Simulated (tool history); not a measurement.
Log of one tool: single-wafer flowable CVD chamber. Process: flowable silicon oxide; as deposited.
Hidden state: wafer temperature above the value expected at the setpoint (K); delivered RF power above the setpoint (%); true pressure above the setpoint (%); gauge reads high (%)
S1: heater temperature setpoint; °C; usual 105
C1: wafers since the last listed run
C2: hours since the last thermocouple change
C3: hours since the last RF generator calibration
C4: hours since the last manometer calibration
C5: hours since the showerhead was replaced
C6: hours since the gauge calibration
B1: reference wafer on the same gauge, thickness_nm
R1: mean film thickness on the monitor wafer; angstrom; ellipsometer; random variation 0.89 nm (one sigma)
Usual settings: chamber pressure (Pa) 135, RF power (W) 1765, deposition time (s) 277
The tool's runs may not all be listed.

Run 1, hour 0: usual settings but chamber pressure (Pa) 120; C1 0; C2 1343; C3 816.4; C4 541; C5 3284; C6 717.8; B1 201.88. Result: R1 1704.61 angstrom.
Run 2, hour 69.1: usual settings; C1 345; C2 1412.1; C3 885.5; C4 610.1; C5 3353.1; C6 786.9; B1 201.54. Result: R1 1908.9 angstrom.
At hour 72.1: gauge calibrated.
Run 3, hour 116.3: usual settings but S1 113 °C; C1 235; C2 1459.3; C3 932.7; C4 657.3; C5 3400.3; C6 44.2; B1 202.248. Result: R1 1465.19 angstrom.
Run 4, hour 163.5: usual settings but S1 113 °C; C1 235; C2 1506.5; C3 979.9; C4 704.5; C5 3447.5; C6 91.4; B1 202.344. Result: R1 1472.05 angstrom.
Run 5, hour 196.7: usual settings but S1 113 °C; C1 165; C2 1539.7; C3 1013.1; C4 737.7; C5 3480.7; C6 124.6; B1 202.33. Result: R1 1459.15 angstrom.
Run 6, hour 259.4: usual settings; C1 313; C2 1602.4; C3 1075.8; C4 800.4; C5 3543.4; C6 187.3; B1 201.815. Result: R1 1924.34 angstrom.
Run 7, hour 299.4: usual settings; C1 199; C2 1642.4; C3 1115.8; C4 840.4; C5 3583.4; C6 227.3; B1 202.026. Result: R1 1907.89 angstrom.
Run 8, hour 394.8: usual settings but RF power (W) 1935; C1 476; C2 1737.8; C3 1211.2; C4 935.8; C5 3678.8; C6 322.7; B1 202.255. Result: R1 1956.79 angstrom.
Run 9, hour 425.9: usual settings; C1 155; C2 1768.9; C3 1242.3; C4 966.9; C5 3709.9; C6 353.8; B1 202.177. Result: R1 1893.63 angstrom.
Run 10, hour 459.7: usual settings; C1 168; C2 1802.7; C3 1276.1; C4 1000.7; C5 3743.7; C6 387.6; B1 202.004. Result: R1 1890.28 angstrom.
Run 11, hour 525.4: usual settings; C1 328; C2 1868.4; C3 1341.8; C4 1066.4; C5 3809.4; C6 453.3; B1 201.5. Result: R1 1889.54 angstrom.
Run 12, hour 582.1: usual settings but RF power (W) 1555; C1 283; C2 1925.1; C3 1398.5; C4 1123.1; C5 3866.1; C6 510; B1 201.895. Result: R1 1791.06 angstrom.
At hour 603.3: RF generator calibrated.
Run 13, hour 649: usual settings but S1 96 °C, chamber pressure (Pa) 163, RF power (W) 2015, deposition time (s) 293; C1 294; C2 1992; C3 45.7; C4 1190; C5 3933; C6 576.9; B1 201.98. Result: R1 3346.05 angstrom.
At hour 692.3: thermocouple changed; heater temperature recalibrated.
Run 14, hour 692.8: usual settings but chamber pressure (Pa) 167; C1 178; C2 0.5; C3 89.5; C4 1233.8; C5 3976.8; C6 620.7; B1 201.582. Result: R1 2274.79 angstrom.
Run 15, hour 732.9: usual settings but S1 90 °C; C1 200; C2 40.6; C3 129.6; C4 1273.9; C5 4016.9; C6 660.8; B1 202.006. Result: R1 3133.61 angstrom.
Run 16, hour 782.3: usual settings but S1 119 °C, chamber pressure (Pa) 155, RF power (W) 1465, deposition time (s) 255; C1 246; C2 90; C3 179; C4 1323.3; C5 4066.3; C6 710.2; B1 201.796. Result: R1 1128.91 angstrom.
At hour 803.7: gauge calibrated.
Run 17, hour 810.9: usual settings but chamber pressure (Pa) 120; C1 142; C2 118.6; C3 207.6; C4 1351.9; C5 4094.9; C6 7.2; B1 202.118. Result: R1 1651.69 angstrom.
Run 18, hour 839.3: usual settings but S1 92 °C, chamber pressure (Pa) 111, RF power (W) 2000, deposition time (s) 243; C1 141; C2 147; C3 236; C4 1380.3; C5 4123.3; C6 35.6; B1 201.373. Result: R1 2196.15 angstrom.
At hour 872.6: showerhead replaced.
Run 19, hour 883.8: usual settings but S1 115 °C, chamber pressure (Pa) 156; C1 182; C2 191.5; C3 280.5; C4 1424.8; C5 11.2; C6 80.1; B1 202.185. Result: R1 1533.26 angstrom.
At hour 930.6: RF generator calibrated, repeated, since the last time left the tool worse.
Run 20, hour 954: usual settings but S1 96 °C, chamber pressure (Pa) 163, RF power (W) 2015, deposition time (s) 293; C1 310; C2 261.7; C3 23.4; C4 1495; C5 81.4; C6 150.3; B1 202.288. Result: R1 3474.9 angstrom.
At hour 995.7: capacitance manometer re-zeroed and calibrated.
Run 21, hour 1003: usual settings but S1 115 °C; C1 204; C2 310.7; C3 72.4; C4 7.3; C5 130.4; C6 199.3; B1 202.036. Result: R1 1385.37 angstrom.
Run 22, hour 1039.8: usual settings; C1 183; C2 347.5; C3 109.2; C4 44.1; C5 167.2; C6 236.1; B1 201.816. Result: R1 1937.98 angstrom.
Run 23, hour 1072.4: usual settings but S1 98 °C, chamber pressure (Pa) 124; C1 162; C2 380.1; C3 141.8; C4 76.7; C5 199.8; C6 268.7; B1 201.859. Result: R1 2280.13 angstrom.
Run 24, hour 1127.7: usual settings but S1 110 °C, RF power (W) 2065, deposition time (s) 296; C1 276; C2 435.4; C3 197.1; C4 132; C5 255.1; C6 324; B1 202.107. Result: R1 1806.84 angstrom.
Run 25, hour 1188: usual settings but S1 92 °C, chamber pressure (Pa) 111, RF power (W) 2000, deposition time (s) 243; C1 301; C2 495.7; C3 257.4; C4 192.3; C5 315.4; C6 384.3; B1 202.306. Result: R1 2276.36 angstrom.
Run 26, hour 1252.3: usual settings but chamber pressure (Pa) 120; C1 321; C2 560; C3 321.7; C4 256.6; C5 379.7; C6 448.6; B1 202.15. Result: R1 1722.31 angstrom.
Run 27, hour 1293.9: usual settings but S1 96 °C; C1 207; C2 601.6; C3 363.3; C4 298.2; C5 421.3; C6 490.2; B1 202.192. Result: R1 2616.48 angstrom.

Measured less the same run without the tool's hidden state. The same run-to-run variation is in both; the gauge's scatter may not be:
run       R1
  1   -13.66
  2   -17.68
  3   -14.91
  4   -16.41
  5   -17.31
  6   -25.55
  7   -27.14
  8   -26.39
  9   -33.15
 10   -34.87
 11   -38.48
 12   -51.55
 13   -99.85
 14   -88.19
 15  -121.92
 16    -62.1
 17   -64.95
 18   -68.77
 19   -61.16
 20     -2.1
 21     -1.3
 22    -1.95
 23    -2.47
 24    -1.58
 25    -2.43
 26    -3.35
 27    -5.86

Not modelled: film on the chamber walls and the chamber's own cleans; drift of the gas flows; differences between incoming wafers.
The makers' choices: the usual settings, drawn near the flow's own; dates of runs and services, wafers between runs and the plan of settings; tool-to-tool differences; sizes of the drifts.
